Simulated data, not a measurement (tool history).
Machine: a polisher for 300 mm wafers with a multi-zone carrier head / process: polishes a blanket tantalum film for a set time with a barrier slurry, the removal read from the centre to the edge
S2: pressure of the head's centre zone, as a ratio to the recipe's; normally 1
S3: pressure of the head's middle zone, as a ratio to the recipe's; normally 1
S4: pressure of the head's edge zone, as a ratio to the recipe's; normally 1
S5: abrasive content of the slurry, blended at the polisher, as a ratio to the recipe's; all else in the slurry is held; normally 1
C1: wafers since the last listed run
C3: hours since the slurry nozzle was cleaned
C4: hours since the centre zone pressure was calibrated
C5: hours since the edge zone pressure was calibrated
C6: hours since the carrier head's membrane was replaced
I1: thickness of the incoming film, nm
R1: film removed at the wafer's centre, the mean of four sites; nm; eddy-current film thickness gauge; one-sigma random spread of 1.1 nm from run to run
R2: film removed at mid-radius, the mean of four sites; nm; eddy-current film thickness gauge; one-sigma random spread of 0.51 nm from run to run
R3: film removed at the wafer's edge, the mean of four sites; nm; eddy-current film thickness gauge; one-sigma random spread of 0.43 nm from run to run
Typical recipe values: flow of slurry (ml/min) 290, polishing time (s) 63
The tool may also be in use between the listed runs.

run 1 hour=0 | flow_of_slurry_(ml/min)=290 S2=1 S3=1 S4=1 S5=1 polishing_time_(s)=63 | C1=0 wafers_polished_on_this_pad=5836 C3=230 C4=489.9 C5=192.5 C6=105 | I1=241.7 | R1=76.9 R2=70.8 R3=70.9
-- hour=70.7 worn pad replaced by a new one
-- hour=78.7 centre zone pressure recalibrated
run 2 hour=98.2 | flow_of_slurry_(ml/min)=290 S2=1 S3=1 S4=1 S5=1 polishing_time_(s)=63 | C1=1037 wafers_polished_on_this_pad=286 C3=328.2 C4=19.5 C5=290.7 C6=203.2 | I1=240.7 | R1=70.3 R2=70.8 R3=70.7
run 3 hour=150.7 | flow_of_slurry_(ml/min)=290 S2=1 S3=1 S4=1 S5=1 polishing_time_(s)=63 | C1=590 wafers_polished_on_this_pad=877 C3=380.7 C4=72 C5=343.2 C6=255.7 | I1=244.7 | R1=70.6 R2=70.7 R3=70.2
run 4 hour=200.3 | flow_of_slurry_(ml/min)=290 S2=1 S3=1 S4=1 S5=1 polishing_time_(s)=63 | C1=558 wafers_polished_on_this_pad=1435 C3=430.3 C4=121.6 C5=392.8 C6=305.3 | I1=241 | R1=67.8 R2=71.1 R3=70.5
run 5 hour=236.6 | flow_of_slurry_(ml/min)=385 S2=1 S3=1 S4=1 S5=1.25 polishing_time_(s)=63 | C1=408 wafers_polished_on_this_pad=1843 C3=466.6 C4=157.9 C5=429.1 C6=341.6 | I1=237.3 | R1=75.9 R2=76.4 R3=75.7
run 6 hour=285.6 | flow_of_slurry_(ml/min)=290 S2=1 S3=1 S4=1 S5=1 polishing_time_(s)=63 | C1=551 wafers_polished_on_this_pad=2394 C3=515.6 C4=206.9 C5=478.1 C6=390.6 | I1=241.6 | R1=70.2 R2=70.7 R3=70
run 7 hour=323.4 | flow_of_slurry_(ml/min)=290 S2=1.06 S3=1 S4=1 S5=0.75 polishing_time_(s)=43 | C1=425 wafers_polished_on_this_pad=2820 C3=553.4 C4=244.7 C5=515.9 C6=428.4 | I1=240.2 | R1=46.3 R2=44.1 R3=44
-- hour=340.9 slurry nozzle cleaned
run 8 hour=381.4 | flow_of_slurry_(ml/min)=290 S2=1 S3=1 S4=1 S5=1 polishing_time_(s)=63 | C1=641 wafers_polished_on_this_pad=3461 C3=40.5 C4=302.7 C5=573.9 C6=486.4 | I1=240 | R1=74 R2=71.6 R3=70.7
run 9 hour=458.4 | flow_of_slurry_(ml/min)=290 S2=0.94 S3=1 S4=1 S5=1.25 polishing_time_(s)=63 | C1=866 wafers_polished_on_this_pad=4327 C3=117.5 C4=379.7 C5=650.9 C6=563.4 | I1=239.2 | R1=72.5 R2=74.8 R3=74.5
run 10 hour=541.2 | flow_of_slurry_(ml/min)=255 S2=1 S3=0.96 S4=0.89 S5=1 polishing_time_(s)=50 | C1=931 wafers_polished_on_this_pad=5259 C3=200.3 C4=462.5 C5=733.7 C6=646.2 | I1=237.4 | R1=59.4 R2=54.1 R3=53.1
run 11 hour=589.4 | flow_of_slurry_(ml/min)=290 S2=1 S3=1 S4=1 S5=1 polishing_time_(s)=75 | C1=542 wafers_polished_on_this_pad=5801 C3=248.5 C4=510.7 C5=781.9 C6=694.4 | I1=236.4 | R1=89.1 R2=83.6 R3=84.1
run 12 hour=668.8 | flow_of_slurry_(ml/min)=290 S2=1.12 S3=0.94 S4=1 S5=1.25 polishing_time_(s)=63 | C1=893 wafers_polished_on_this_pad=6695 C3=327.9 C4=590.1 C5=861.3 C6=773.8 | I1=237.2 | R1=91.4 R2=72 R3=76
-- hour=679.5 worn pad replaced by a new one
-- hour=736.1 centre zone pressure recalibrated
run 13 hour=751.1 | flow_of_slurry_(ml/min)=290 S2=1 S3=1 S4=1 S5=1 polishing_time_(s)=63 | C1=858 wafers_polished_on_this_pad=783 C3=410.2 C4=15 C5=943.6 C6=856.1 | I1=236.1 | R1=68.8 R2=70 R3=71.1
-- hour=819.6 slurry nozzle cleaned
run 14 hour=856.7 | flow_of_slurry_(ml/min)=290 S2=1 S3=1 S4=0.91 S5=0.7 polishing_time_(s)=79 | C1=1176 wafers_polished_on_this_pad=1960 C3=37.1 C4=120.6 C5=1049.2 C6=961.7 | I1=241.5 | R1=82.2 R2=79.3 R3=76.1
run 15 hour=944.8 | flow_of_slurry_(ml/min)=290 S2=1 S3=1 S4=1 S5=1 polishing_time_(s)=63 | C1=991 wafers_polished_on_this_pad=2951 C3=125.2 C4=208.7 C5=1137.3 C6=1049.8 | I1=237.4 | R1=71.7 R2=70.7 R3=71.4
-- hour=1030.8 edge zone pressure recalibrated
run 16 hour=1031.3 | flow_of_slurry_(ml/min)=290 S2=1 S3=1 S4=1 S5=1 polishing_time_(s)=63 | C1=950 wafers_polished_on_this_pad=3902 C3=211.7 C4=295.2 C5=0.5 C6=1136.3 | I1=245.1 | R1=71.5 R2=70.8 R3=71.3
-- hour=1144.2 worn pad replaced by a new one
run 17 hour=1194.6 | flow_of_slurry_(ml/min)=290 S2=1 S3=1 S4=1 S5=1 polishing_time_(s)=63 | C1=1792 wafers_polished_on_this_pad=566 C3=375 C4=458.5 C5=163.8 C6=1299.6 | I1=236 | R1=76.6 R2=70.7 R3=70.2
-- hour=1230.4 carrier head's membrane replaced by a new one
run 18 hour=1262.7 | flow_of_slurry_(ml/min)=290 S2=1 S3=1 S4=0.91 S5=1 polishing_time_(s)=63 | C1=709 wafers_polished_on_this_pad=1276 C3=443.1 C4=526.6 C5=231.9 C6=32.3 | I1=243.9 | R1=76.4 R2=70.3 R3=68.3
-- hour=1297.4 slurry nozzle cleaned
run 19 hour=1366.4 | flow_of_slurry_(ml/min)=290 S2=1.05 S3=1 S4=1 S5=1.3 polishing_time_(s)=49 | C1=1155 wafers_polished_on_this_pad=2431 C3=69 C4=630.3 C5=335.6 C6=136 | I1=234.8 | R1=68.8 R2=58.3 R3=59.4
-- hour=1403.8 centre zone pressure recalibrated
run 20 hour=1418.1 | flow_of_slurry_(ml/min)=355 S2=1 S3=0.97 S4=1 S5=1 polishing_time_(s)=63 | C1=559 wafers_polished_on_this_pad=2991 C3=120.7 C4=14.3 C5=387.3 C6=187.7 | I1=242.6 | R1=69.3 R2=70.5 R3=71.7
run 21 hour=1496.9 | flow_of_slurry_(ml/min)=290 S2=1 S3=1 S4=1 S5=1 polishing_time_(s)=63 | C1=886 wafers_polished_on_this_pad=3877 C3=199.5 C4=93.1 C5=466.1 C6=266.5 | I1=241.2 | R1=69.4 R2=71 R3=71.8
run 22 hour=1562.3 | flow_of_slurry_(ml/min)=290 S2=0.91 S3=1 S4=0.95 S5=1.15 polishing_time_(s)=76 | C1=735 wafers_polished_on_this_pad=4613 C3=264.9 C4=158.5 C5=531.5 C6=331.9 | I1=239.5 | R1=80.8 R2=89.2 R3=87.7

Below, each run's measurement less what the same run would have read without the hidden state. Both values contain the same run-to-run variation, but the gauge's scatter may not be the same in both:
The tool's hidden condition here consists of: removal rate lost through wear of the pad, %; slurry flow missing at the pad, %; deviation of the centre zone's pressure from its setpoint, %; deviation of the edge zone's pressure from its setpoint, %.
run=1 R1=+5.7
run=2 R1=-0.8
run=3 R1=-0.8
run=4 R1=-0.5
run=5 R1=-0.3
run=6 R1=+0.1
run=7 R1=+0.3
run=8 R1=+1.2
run=9 R1=+2.3
run=10 R1=+3
run=11 R1=+5.7
run=12 R1=+7.8
run=13 R1=-0.1
run=14 R1=+0.3
run=15 R1=+0.9
run=16 R1=+1.9
run=17 R1=+4.6
run=18 R1=+5.9
run=19 R1=+7.4
run=20 R1=-1.3
run=21 R1=-1.1
run=22 R1=-1
For R2, the value without the hidden state is never more than 0.1 nm from the measured value.
R3: 0 in every run.
